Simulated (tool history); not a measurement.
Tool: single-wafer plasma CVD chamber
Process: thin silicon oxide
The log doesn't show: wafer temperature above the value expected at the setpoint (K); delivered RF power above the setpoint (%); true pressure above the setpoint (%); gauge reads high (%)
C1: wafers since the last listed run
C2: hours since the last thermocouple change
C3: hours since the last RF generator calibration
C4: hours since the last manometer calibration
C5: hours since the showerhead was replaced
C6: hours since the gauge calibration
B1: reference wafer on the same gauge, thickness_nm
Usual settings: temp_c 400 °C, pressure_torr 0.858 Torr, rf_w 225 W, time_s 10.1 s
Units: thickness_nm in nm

run 1 hour=0.0 | temp_c=408 pressure_torr=0.858 rf_w=225 time_s=10.1 | C1=0 C2=2348.4 C3=843.9 C4=1822.1 C5=5487.8 C6=276.6 | B1=19.504 | thickness_nm=18.900
run 2 hour=30.6 | temp_c=408 pressure_torr=0.858 rf_w=225 time_s=10.1 | C1=873 C2=2379.0 C3=874.5 C4=1852.7 C5=5518.4 C6=307.2 | B1=19.491 | thickness_nm=18.859
run 3 hour=60.3 | temp_c=400 pressure_torr=0.858 rf_w=225 time_s=11.3 | C1=847 C2=2408.7 C3=904.2 C4=1882.4 C5=5548.1 C6=336.9 | B1=19.498 | thickness_nm=21.205
run 4 hour=123.3 | temp_c=400 pressure_torr=0.858 rf_w=225 time_s=11.3 | C1=1798 C2=2471.7 C3=967.2 C4=1945.4 C5=5611.1 C6=399.9 | B1=19.511 | thickness_nm=21.287
run 5 hour=190.7 | temp_c=400 pressure_torr=0.984 rf_w=200 time_s=10.1 | C1=1924 C2=2539.1 C3=1034.6 C4=2012.8 C5=5678.5 C6=467.3 | B1=19.506 | thickness_nm=20.216
run 6 hour=248.8 | temp_c=400 pressure_torr=0.984 rf_w=200 time_s=10.1 | C1=1658 C2=2597.2 C3=1092.7 C4=2070.9 C5=5736.6 C6=525.4 | B1=19.503 | thickness_nm=20.198
run 7 hour=365.9 | temp_c=400 pressure_torr=0.858 rf_w=240 time_s=9.2 | C1=3343 C2=2714.3 C3=1209.8 C4=2188.0 C5=5853.7 C6=642.5 | B1=19.489 | thickness_nm=17.523
run 8 hour=398.3 | temp_c=400 pressure_torr=0.858 rf_w=240 time_s=9.2 | C1=924 C2=2746.7 C3=1242.2 C4=2220.4 C5=5886.1 C6=674.9 | B1=19.488 | thickness_nm=17.568
run 9 hour=442.3 | temp_c=400 pressure_torr=0.858 rf_w=240 time_s=9.2 | C1=1256 C2=2790.7 C3=1286.2 C4=2264.4 C5=5930.1 C6=718.9 | B1=19.483 | thickness_nm=17.546
run 10 hour=511.1 | temp_c=391 pressure_torr=0.912 rf_w=225 time_s=10.1 | C1=1964 C2=2859.5 C3=1355.0 C4=2333.2 C5=5998.9 C6=787.7 | B1=19.505 | thickness_nm=19.896
run 11 hour=555.9 | temp_c=391 pressure_torr=0.912 rf_w=225 time_s=10.1 | C1=1278 C2=2904.3 C3=1399.8 C4=2378.0 C5=6043.7 C6=832.5 | B1=19.515 | thickness_nm=19.914
run 12 hour=581.9 | temp_c=391 pressure_torr=0.912 rf_w=225 time_s=10.1 | C1=742 C2=2930.3 C3=1425.8 C4=2404.0 C5=6069.7 C6=858.5 | B1=19.501 | thickness_nm=19.934
run 13 hour=608.5 | temp_c=400 pressure_torr=0.858 rf_w=225 time_s=10.1 | C1=759 C2=2956.9 C3=1452.4 C4=2430.6 C5=6096.3 C6=885.1 | B1=19.493 | thickness_nm=18.858
-- hour=642.4 gauge calibrated
run 14 hour=655.2 | temp_c=400 pressure_torr=0.858 rf_w=225 time_s=10.1 | C1=1333 C2=3003.6 C3=1499.1 C4=2477.3 C5=6143.0 C6=12.8 | B1=19.507 | thickness_nm=18.734
run 15 hour=692.2 | temp_c=413 pressure_torr=0.858 rf_w=270 time_s=8.3 | C1=1056 C2=3040.6 C3=1536.1 C4=2514.3 C5=6180.0 C6=49.8 | B1=19.506 | thickness_nm=16.318
-- hour=720.4 thermocouple changed; heater temperature recalibrated
run 16 hour=724.3 | temp_c=400 pressure_torr=0.858 rf_w=225 time_s=10.1 | C1=688 C2=3.9 C3=1568.2 C4=2546.4 C5=6212.1 C6=81.9 | B1=19.507 | thickness_nm=18.768
-- hour=734.6 capacitance manometer re-zeroed and calibrated
run 17 hour=790.6 | temp_c=400 pressure_torr=0.858 rf_w=225 time_s=10.1 | C1=1664 C2=70.2 C3=1634.5 C4=56.0 C5=6278.4 C6=148.2 | B1=19.506 | thickness_nm=18.742
-- hour=816.7 showerhead replaced
run 18 hour=818.3 | temp_c=394 pressure_torr=0.858 rf_w=185 time_s=11.1 | C1=562 C2=97.9 C3=1662.2 C4=83.7 C5=1.6 C6=175.9 | B1=19.489 | thickness_nm=19.334
run 19 hour=880.3 | temp_c=400 pressure_torr=0.858 rf_w=265 time_s=10.1 | C1=1770 C2=159.9 C3=1724.2 C4=145.7 C5=63.6 C6=237.9 | B1=19.507 | thickness_nm=19.897
run 20 hour=938.7 | temp_c=400 pressure_torr=1.042 rf_w=225 time_s=8.3 | C1=1667 C2=218.3 C3=1782.6 C4=204.1 C5=122.0 C6=296.3 | B1=19.493 | thickness_nm=17.798
run 21 hour=985.9 | temp_c=394 pressure_torr=0.799 rf_w=225 time_s=10.1 | C1=1347 C2=265.5 C3=1829.8 C4=251.3 C5=169.2 C6=343.5 | B1=19.506 | thickness_nm=17.732
-- hour=1002.1 RF generator calibrated
run 22 hour=1040.0 | temp_c=400 pressure_torr=1.040 rf_w=265 time_s=10.1 | C1=1316 C2=319.6 C3=37.9 C4=305.4 C5=223.3 C6=397.6 | B1=19.512 | thickness_nm=23.787
run 23 hour=1069.9 | temp_c=395 pressure_torr=1.025 rf_w=245 time_s=8.6 | C1=853 C2=349.5 C3=67.8 C4=335.3 C5=253.2 C6=427.5 | B1=19.486 | thickness_nm=19.502
run 24 hour=1111.2 | temp_c=387 pressure_torr=0.706 rf_w=205 time_s=9.5 | C1=1179 C2=390.8 C3=109.1 C4=376.6 C5=294.5 C6=468.8 | B1=19.511 | thickness_nm=14.695
run 25 hour=1176.4 | temp_c=400 pressure_torr=0.858 rf_w=225 time_s=10.1 | C1=1861 C2=456.0 C3=174.3 C4=441.8 C5=359.7 C6=534.0 | B1=19.499 | thickness_nm=19.047
run 26 hour=1299.2 | temp_c=400 pressure_torr=0.858 rf_w=240 time_s=9.2 | C1=3505 C2=578.8 C3=297.1 C4=564.6 C5=482.5 C6=656.8 | B1=19.493 | thickness_nm=17.733
run 27 hour=1369.1 | temp_c=400 pressure_torr=0.858 rf_w=225 time_s=10.1 | C1=1995 C2=648.7 C3=367.0 C4=634.5 C5=552.4 C6=726.7 | B1=19.488 | thickness_nm=19.026
run 28 hour=1401.5 | temp_c=411 pressure_torr=0.858 rf_w=190 time_s=8.9 | C1=924 C2=681.1 C3=399.4 C4=666.9 C5=584.8 C6=759.1 | B1=19.503 | thickness_nm=15.634
run 29 hour=1455.4 | temp_c=404 pressure_torr=0.858 rf_w=260 time_s=10.1 | C1=1538 C2=735.0 C3=453.3 C4=720.8 C5=638.7 C6=813.0 | B1=19.495 | thickness_nm=20.187

Forecast each of these 4 alternatives for the next run:
run A hour=1455.8 | temp_c=400 pressure_torr=0.858 rf_w=225 time_s=10.1 | C1=11 C2=735.4 C3=453.7 C4=721.2 C5=639.1 C6=813.4 | B1=? | thickness_nm=?
run B hour=1455.8 | temp_c=400 pressure_torr=0.858 rf_w=225 time_s=8.1 | C1=11 C2=735.4 C3=453.7 C4=721.2 C5=639.1 C6=813.4 | B1=? | thickness_nm=?
run C hour=1455.8 | temp_c=395 pressure_torr=0.729 rf_w=255 time_s=10.9 | C1=11 C2=735.4 C3=453.7 C4=721.2 C5=639.1 C6=813.4 | B1=? | thickness_nm=?
run D hour=1455.8 | temp_c=400 pressure_torr=0.668 rf_w=205 time_s=10.1 | C1=11 C2=735.4 C3=453.7 C4=721.2 C5=639.1 C6=813.4 | B1=? | thickness_nm=?

run=A B1=19.482 thickness_nm=19.061
run=B B1=19.482 thickness_nm=15.295
run=C B1=19.482 thickness_nm=18.581
run=D B1=19.482 thickness_nm=14.480
Without the tool's hidden state the same runs would have given:
run=A thickness_nm=19.238
run=B thickness_nm=15.437
run=C thickness_nm=18.754
run=D thickness_nm=14.626
